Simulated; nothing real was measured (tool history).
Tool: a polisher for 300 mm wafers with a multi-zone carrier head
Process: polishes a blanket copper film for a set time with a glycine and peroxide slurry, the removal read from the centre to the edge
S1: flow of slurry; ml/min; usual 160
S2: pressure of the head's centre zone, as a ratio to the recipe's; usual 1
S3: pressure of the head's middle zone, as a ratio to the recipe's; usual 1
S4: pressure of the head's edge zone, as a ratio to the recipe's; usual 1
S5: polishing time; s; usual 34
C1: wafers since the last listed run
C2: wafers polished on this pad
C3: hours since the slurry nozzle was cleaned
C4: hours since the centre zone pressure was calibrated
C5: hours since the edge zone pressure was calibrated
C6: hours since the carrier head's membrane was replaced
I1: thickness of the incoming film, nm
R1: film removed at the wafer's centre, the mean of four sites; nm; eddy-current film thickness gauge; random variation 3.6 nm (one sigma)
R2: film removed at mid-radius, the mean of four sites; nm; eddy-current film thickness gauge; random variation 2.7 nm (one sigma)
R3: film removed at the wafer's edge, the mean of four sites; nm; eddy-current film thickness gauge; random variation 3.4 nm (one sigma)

Run 1, hour 0: usual settings; C1 0; C2 1285; C3 225.7; C4 531.4; C5 491.6; C6 767.9; I1 2243.4. Result: R1 239.2 nm, R2 235.2 nm, R3 243.9 nm.
At hour 8.1: centre zone pressure recalibrated.
At hour 55.1: edge zone pressure recalibrated.
Run 2, hour 74.9: usual settings; C1 1056; C2 2341; C3 300.6; C4 66.8; C5 19.8; C6 842.8; I1 2283.1. Result: R1 235.4 nm, R2 230.1 nm, R3 233.9 nm.
Run 3, hour 140.4: usual settings; C1 976; C2 3318; C3 366.1; C4 132.3; C5 85.3; C6 908.3; I1 2226.9. Result: R1 229.9 nm, R2 225.7 nm, R3 235.1 nm.
Run 4, hour 245.8: usual settings; C1 1570; C2 4888; C3 471.5; C4 237.7; C5 190.7; C6 1013.7; I1 2293.4. Result: R1 223.3 nm, R2 221.7 nm, R3 223.7 nm.
Run 5, hour 335.1: usual settings; C1 1330; C2 6219; C3 560.8; C4 327; C5 280; C6 1103; I1 2232.4. Result: R1 222.4 nm, R2 224 nm, R3 226.8 nm.
At hour 378.8: worn pad replaced by a new one.
Run 6, hour 386.4: usual settings; C1 704; C2 113; C3 612.1; C4 378.3; C5 331.3; C6 1154.3; I1 2292.3. Result: R1 245.6 nm, R2 242.9 nm, R3 251.5 nm.
At hour 460.8: centre zone pressure recalibrated.
Run 7, hour 543.9: usual settings; C1 2317; C2 2431; C3 769.6; C4 83.1; C5 488.8; C6 1311.8; I1 2261.7. Result: R1 231.2 nm, R2 223 nm, R3 232.9 nm.
At hour 579.9: slurry nozzle cleaned.
At hour 580.4: edge zone pressure recalibrated.
Run 8, hour 581.2: usual settings; C1 533; C2 2964; C3 1.3; C4 120.4; C5 0.8; C6 1349.1; I1 2259.3. Result: R1 225.5 nm, R2 226.9 nm, R3 228.8 nm.
Run 9, hour 678.8: usual settings but S1 115 ml/min, S2 1.07, S3 1.1, S5 29 s; C1 1454; C2 4419; C3 98.9; C4 218; C5 98.4; C6 1446.7; I1 2291.6. Result: R1 188.8 nm, R2 192.6 nm, R3 182.7 nm.
Run 10, hour 762.8: usual settings but S3 0.94, S5 31 s; C1 1251; C2 5671; C3 182.9; C4 302; C5 182.4; C6 1530.7; I1 2276.3. Result: R1 201 nm, R2 191.9 nm, R3 201.5 nm.
Run 11, hour 841.5: usual settings but S1 185 ml/min, S2 1.05, S3 1.09, S5 45 s; C1 1172; C2 6843; C3 261.6; C4 380.7; C5 261.1; C6 1609.4; I1 2263.5. Result: R1 307.8 nm, R2 323.5 nm, R3 300 nm.
At hour 867.3: worn pad replaced by a new one.
Run 12, hour 890: usual settings but S2 1.06, S3 1.03, S4 1.07, S5 27 s; C1 663; C2 338; C3 310.1; C4 429.2; C5 309.6; C6 1657.9; I1 2279.4. Result: R1 205.5 nm, R2 199.5 nm, R3 210.7 nm.
At hour 945.3: centre zone pressure recalibrated.
Run 13, hour 992.8: usual settings; C1 1502; C2 1840; C3 412.9; C4 47.5; C5 412.4; C6 1760.7; I1 2267.1. Result: R1 239.1 nm, R2 233.5 nm, R3 240.9 nm.
Run 14, hour 1076.1: usual settings but S2 0.92, S3 0.89; C1 1241; C2 3081; C3 496.2; C4 130.8; C5 495.7; C6 1844; I1 2293.9. Result: R1 211.7 nm, R2 205.6 nm, R3 230.5 nm.
Run 15, hour 1135.4: usual settings; C1 883; C2 3965; C3 555.5; C4 190.1; C5 555; C6 1903.3; I1 2210.2. Result: R1 225.5 nm, R2 227.8 nm, R3 231.5 nm.
At hour 1186.4: carrier head's membrane replaced by a new one.
At hour 1234.9: edge zone pressure recalibrated.
Run 16, hour 1241.1: usual settings but S2 0.92; C1 1470; C2 5436; C3 661.2; C4 295.8; C5 6.2; C6 54.7; I1 2267.5. Result: R1 206 nm, R2 223.7 nm, R3 228.2 nm.
At hour 1254.4: slurry nozzle cleaned.
Run 17, hour 1277.6: usual settings but S5 41 s; C1 529; C2 5965; C3 23.2; C4 332.3; C5 42.7; C6 91.2; I1 2256.9. Result: R1 269.1 nm, R2 273.2 nm, R3 273.1 nm.
Run 18, hour 1358.8: usual settings but S1 190 ml/min, S2 0.89, S3 0.89, S5 45 s; C1 1210; C2 7175; C3 104.4; C4 413.5; C5 123.9; C6 172.4; I1 2225.2. Result: R1 269.8 nm, R2 277.2 nm, R3 309.2 nm.
At hour 1365.5: worn pad replaced by a new one.
At hour 1416.4: centre zone pressure recalibrated.
Run 19, hour 1421.6: usual settings; C1 846; C2 806; C3 167.2; C4 5.2; C5 186.7; C6 235.2; I1 2251.6. Result: R1 242.2 nm, R2 239.2 nm, R3 247.5 nm.
Run 20, hour 1460.2: usual settings; C1 575; C2 1381; C3 205.8; C4 43.8; C5 225.3; C6 273.8; I1 2214.4. Result: R1 238.6 nm, R2 236.6 nm, R3 239.8 nm.
Run 21, hour 1535.8: usual settings but S3 0.95, S4 0.91; C1 1126; C2 2508; C3 281.4; C4 119.4; C5 300.9; C6 349.4; I1 2240.7. Result: R1 229.9 nm, R2 221.8 nm, R3 224.9 nm.
Run 22, hour 1595.8: usual settings but S2 0.94, S4 0.94; C1 894; C2 3402; C3 341.4; C4 179.4; C5 360.9; C6 409.4; I1 2258.8. Result: R1 213.7 nm, R2 230.3 nm, R3 225.3 nm.
Run 23, hour 1703.3: usual settings but S1 125 ml/min, S3 0.89, S4 1.07, S5 24 s; C1 1601; C2 5004; C3 448.9; C4 286.9; C5 468.4; C6 516.9; I1 2296.8. Result: R1 153.2 nm, R2 137.3 nm, R3 162.3 nm.

Forecast each of these 3 alternatives for the next run:
Run A, hour 1703.7: usual settings but S3 0.89; C1 5; C2 5010; C3 449.3; C4 287.3; C5 468.8; C6 517.3; I1 2254.7. Result: R1 ?, R2 ?, R3 ?.
Run B, hour 1703.7: usual settings but S1 110 ml/min, S2 0.94, S3 0.96, S4 0.92; C1 5; C2 5010; C3 449.3; C4 287.3; C5 468.8; C6 517.3; I1 2254.7. Result: R1 ?, R2 ?, R3 ?.
Run C, hour 1703.7: usual settings but S4 0.93; C1 5; C2 5010; C3 449.3; C4 287.3; C5 468.8; C6 517.3; I1 2254.7. Result: R1 ?, R2 ?, R3 ?.

run     R1     R2     R3
  A  227.2  205.2  233.1
  B  196.4  202.4    213
  C  227.4  225.1  225.4
Without the tool's hidden state the same runs would have given:
run     R1     R2     R3
  A  252.9  228.4  259.4
  B  218.5  225.2    237
  C    253  250.5  250.8

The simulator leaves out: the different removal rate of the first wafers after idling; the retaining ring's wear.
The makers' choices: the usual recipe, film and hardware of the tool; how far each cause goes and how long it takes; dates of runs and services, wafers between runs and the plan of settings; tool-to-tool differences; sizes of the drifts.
